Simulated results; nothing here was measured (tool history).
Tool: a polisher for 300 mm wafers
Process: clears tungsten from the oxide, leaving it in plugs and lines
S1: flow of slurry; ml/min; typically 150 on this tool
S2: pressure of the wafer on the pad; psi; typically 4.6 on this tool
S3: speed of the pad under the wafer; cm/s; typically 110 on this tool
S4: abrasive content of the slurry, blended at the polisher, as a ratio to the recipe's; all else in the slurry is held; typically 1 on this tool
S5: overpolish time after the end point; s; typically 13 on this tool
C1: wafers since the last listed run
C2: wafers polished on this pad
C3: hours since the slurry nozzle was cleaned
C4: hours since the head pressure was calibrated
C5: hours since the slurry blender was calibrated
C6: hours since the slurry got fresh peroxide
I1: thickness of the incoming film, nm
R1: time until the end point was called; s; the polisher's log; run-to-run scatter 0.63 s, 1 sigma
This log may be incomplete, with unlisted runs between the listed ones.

run,hour,S1,S2,S3,S4,S5,C1,C2,C3,C4,C5,C6,I1,R1
1,0,150,4.6,110,1,13,0,86,34.7,728.6,13.7,24.8,336.3,54.9
2,12.1,150,4.6,110,1,13,68,154,46.8,740.7,25.8,36.9,324.2,52.6
3,29.9,150,4.6,110,1,13,100,254,64.6,758.5,43.6,54.7,331.8,53.7
4,39.3,150,4.6,110,1,13,52,307,74,767.9,53,64.1,326.2,53.6
5,47.4,150,4.6,110,1.25,13,45,353,82.1,776,61.1,72.2,326.1,49.7
6,58.1,150,4.6,110,0.9,13,60,413,92.8,786.7,71.8,82.9,334.9,56.2
7,65.8,150,4.6,110,0.9,13,43,456,100.5,794.4,79.5,90.6,330,53.9
8,77.6,150,4.6,110,1,5,66,523,112.3,806.2,91.3,102.4,329.7,52.7
# hour 89.3: head pressure recalibrated
9,111.9,175,4.6,134,1,6,181,704,146.6,22.6,125.6,136.7,336.7,43.5
# hour 114.8: slurry tank refilled with fresh slurry and peroxide
10,119.5,150,4.6,110,1,13,37,741,154.2,30.2,133.2,4.7,326.3,53
11,144.1,150,5.4,110,1,13,138,880,178.8,54.8,157.8,29.3,329.5,48
12,150.5,150,4.6,110,1,13,35,916,185.2,61.2,164.2,35.7,323.7,53.4
13,157,150,5.1,90,1.1,19,36,952,191.7,67.7,170.7,42.2,331.9,60.2
14,163.8,125,4.6,92,1,13,38,991,198.5,74.5,177.5,49,329.5,65.7
15,174.4,150,5.1,110,0.9,13,59,1050,209.1,85.1,188.1,59.6,327.7,50.6
16,189.8,150,4.6,110,1,19,86,1137,224.5,100.5,203.5,75,328,53.8
# hour 202.2: worn pad replaced by a new one
17,207.3,135,4.6,126,1,13,75,28,242,118,221,92.5,330,47.9
18,224.5,125,4.6,110,1,13,96,125,259.2,135.2,238.2,109.7,324.9,54.5
# hour 227.9: slurry blender recalibrated
19,237.3,150,4.6,110,1,13,60,186,272,148,9.4,122.5,334.8,53.8
20,248.8,135,4.6,110,0.85,13,64,250,283.5,159.5,20.9,134,327.9,55.6
# hour 250.8: slurry nozzle cleaned
21,255.6,170,4.6,90,1,13,32,283,4.8,166.3,27.7,140.8,324.2,62.2
# hour 265.9: slurry tank refilled with fresh slurry and peroxide
22,268.2,150,4.6,110,1,13,65,348,17.4,178.9,40.3,2.3,330.7,53.7
23,280.8,115,4.6,110,0.9,13,70,419,30,191.5,52.9,14.9,332.9,58.9
24,297.3,150,4.6,110,1,13,92,512,46.5,208,69.4,31.4,325.1,52.5
25,313.7,150,5.1,110,1,13,92,604,62.9,224.4,85.8,47.8,335.9,51.1
26,319.7,165,4.6,122,0.75,13,33,638,68.9,230.4,91.8,53.8,335.2,51.2
27,337,150,4.6,110,1,13,97,735,86.2,247.7,109.1,71.1,334.3,53.7
28,386.4,105,4.6,84,1,13,277,1013,135.6,297.1,158.5,120.5,330.5,75.2

Give the tool's hidden conditions for every run:
removal rate lost through wear of the pad, %: 0 on each run
slurry flow missing at the pad, %: 0 on each run
deviation of the head's pressure from its setpoint, %: 0 on each run
abrasive missing from the slurry, %: 0 on each run
peroxide lost from the slurry, %: 0 on each run
